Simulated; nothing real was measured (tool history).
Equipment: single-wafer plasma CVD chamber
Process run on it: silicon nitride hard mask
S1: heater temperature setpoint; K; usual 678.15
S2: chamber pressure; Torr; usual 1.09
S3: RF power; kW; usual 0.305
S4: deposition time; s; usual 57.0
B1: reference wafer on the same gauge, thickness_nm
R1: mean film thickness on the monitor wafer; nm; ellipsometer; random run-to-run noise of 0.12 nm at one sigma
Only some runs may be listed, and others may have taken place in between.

Run 1, day 0.000: usual settings; B1 49.098. Result: R1 57.266 nm.
Run 2, day 1.133: usual settings; B1 49.103. Result: R1 57.430 nm.
Run 3, day 2.104: usual settings; B1 49.174. Result: R1 57.231 nm.
At day 3.204: RF generator calibrated.
Run 4, day 3.225: usual settings; B1 49.133. Result: R1 57.642 nm.
Run 5, day 4.154: usual settings; B1 49.163. Result: R1 57.474 nm.
At day 6.579: thermocouple changed; heater temperature recalibrated.
Run 6, day 7.442: usual settings; B1 49.194. Result: R1 57.362 nm.
Run 7, day 8.012: usual settings; B1 49.194. Result: R1 57.365 nm.
Run 8, day 9.167: usual settings; B1 49.215. Result: R1 57.475 nm.
Run 9, day 10.396: usual settings but S3 0.275 kW; B1 49.236. Result: R1 52.042 nm.
Run 10, day 11.729: usual settings but S2 1.18 Torr, S3 0.345 kW; B1 49.225. Result: R1 66.534 nm.
Run 11, day 13.196: usual settings but S3 0.285 kW, S4 51.3 s; B1 49.191. Result: R1 48.229 nm.
At day 14.021: gauge calibrated.
Run 12, day 14.142: usual settings but S1 672.15 K, S4 63.8 s; B1 48.411. Result: R1 63.527 nm.
Run 13, day 14.879: usual settings but S1 669.15 K, S2 1.24 Torr, S4 54.0 s; B1 48.437. Result: R1 56.974 nm.
Run 14, day 15.512: usual settings but S1 686.15 K, S3 0.365 kW; B1 48.500. Result: R1 66.005 nm.
Run 15, day 16.175: usual settings but S2 1.22 Torr, S4 62.9 s; B1 48.540. Result: R1 65.786 nm.
At day 17.662: showerhead replaced.
At day 17.667: capacitance manometer re-zeroed and calibrated.
Run 16, day 17.683: usual settings but S1 683.15 K, S3 0.275 kW; B1 48.672. Result: R1 51.217 nm.
Run 17, day 18.267: usual settings; B1 48.640. Result: R1 56.754 nm.
Run 18, day 18.842: usual settings but S2 0.99 Torr, S4 65.7 s; B1 48.713. Result: R1 62.644 nm.
Run 19, day 19.354: usual settings but S2 0.93 Torr, S4 60.9 s; B1 48.718. Result: R1 56.030 nm.
Run 20, day 20.379: usual settings; B1 48.738. Result: R1 56.984 nm.
Run 21, day 20.954: usual settings but S3 0.325 kW; B1 48.809. Result: R1 60.488 nm.
Run 22, day 22.104: usual settings but S1 673.15 K; B1 48.791. Result: R1 57.212 nm.
Run 23, day 24.612: usual settings; B1 48.919. Result: R1 57.016 nm.
Run 24, day 26.092: usual settings but S1 687.15 K; B1 48.967. Result: R1 56.882 nm.
Run 25, day 26.633: usual settings but S1 689.15 K, S2 1.32 Torr, S3 0.330 kW; B1 48.990. Result: R1 66.142 nm.
Run 26, day 27.738: usual settings but S2 0.93 Torr, S4 60.9 s; B1 49.018. Result: R1 56.375 nm.
Run 27, day 29.029: usual settings but S1 669.15 K, S4 64.5 s; B1 48.995. Result: R1 65.020 nm.
Run 28, day 30.079: usual settings but S4 50.9 s; B1 49.034. Result: R1 51.052 nm.
Run 29, day 30.954: usual settings; B1 49.035. Result: R1 57.188 nm.
Run 30, day 32.038: usual settings but S3 0.285 kW; B1 49.101. Result: R1 53.570 nm.

The tool's hidden state at each run:
wafer temperature above the value expected at the setpoint (K): 0 in every run
delivered RF power above the setpoint (%): 0 in every run
true pressure above the setpoint (%): 0 in every run
H1: gauge reads high (%)
run       H1
  1     1.45
  2     1.48
  3      1.5
  4     1.53
  5     1.55
  6      1.6
  7     1.61
  8     1.62
  9     1.64
 10     1.65
 11     1.67
 12  0.00203
 13    0.114
 14    0.204
 15    0.293
 16    0.476
 17     0.54
 18      0.6
 19    0.651
 20    0.746
 21    0.796
 22    0.887
 23     1.06
 24     1.14
 25     1.17
 26     1.22
 27     1.27
 28     1.31
 29     1.34
 30     1.38
